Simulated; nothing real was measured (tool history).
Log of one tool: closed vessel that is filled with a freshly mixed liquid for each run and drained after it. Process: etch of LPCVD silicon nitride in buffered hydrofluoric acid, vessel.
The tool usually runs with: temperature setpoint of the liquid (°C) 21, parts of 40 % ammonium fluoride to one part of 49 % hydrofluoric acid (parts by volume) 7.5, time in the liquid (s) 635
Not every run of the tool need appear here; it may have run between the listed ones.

run	hour	temperature setpoint of the liquid (°C)	parts of 40 % ammonium fluoride to one part of 49 % hydrofluoric acid (parts by volume)	time in the liquid (s)	read-back film thickness of the LPCVD silicon nitride reference wafer, read on the same gauge (nm)	thickness taken off the LPCVD silicon nitride on a monitor wafer (Å)
1	0	21	7.5	335	59.96	62.5
2	29.1	21	7.5	335	59.96	62.6
3	90.2	21	7.5	335	60.04	62.9
4	114.7	21	7.5	635	59.99	118.9
5	175.7	21	7.5	635	60.02	118.3
6	226.9	21	7.5	635	60	120
7	269.3	21	7.5	635	60	120
8	310.7	21	7.5	635	60.02	120.5
# hour 337.8: hydrofluoric acid flow meter replaced
9	343.2	26	5	880	60	314.5
# hour 361.6: gauge calibrated
10	413	21	7.5	635	59.99	121.3
# hour 450.3: thermometer replaced
11	470.8	24.5	9	525	60.01	90.9
12	538.4	26	6	635	60.01	179.1
13	588.6	25.5	7.5	635	60.02	142.4
14	646.7	21	5.5	635	59.98	148.8
15	690.4	21	7.5	1005	59.98	175.9

Predict each of these 4 candidate next runs independently; none follows another, all start after run 15:
A	691.2	21	7.5	635	?	?
B	691.2	21	9.5	635	?	?
C	691.2	23.5	7.5	855	?	?
D	691.2	21	8.5	860	?	?

run	read-back film thickness of the LPCVD silicon nitride reference wafer, read on the same gauge (nm)	thickness taken off the LPCVD silicon nitride on a monitor wafer (Å)
A	60.03	110.9
B	60.03	88
C	60.03	171.4
D	60.03	131.2
Take away the tool's hidden state, keep each run's random variation, and the runs would have read:
run	thickness taken off the LPCVD silicon nitride on a monitor wafer (Å)
A	109.1
B	86.5
C	168.6
D	129
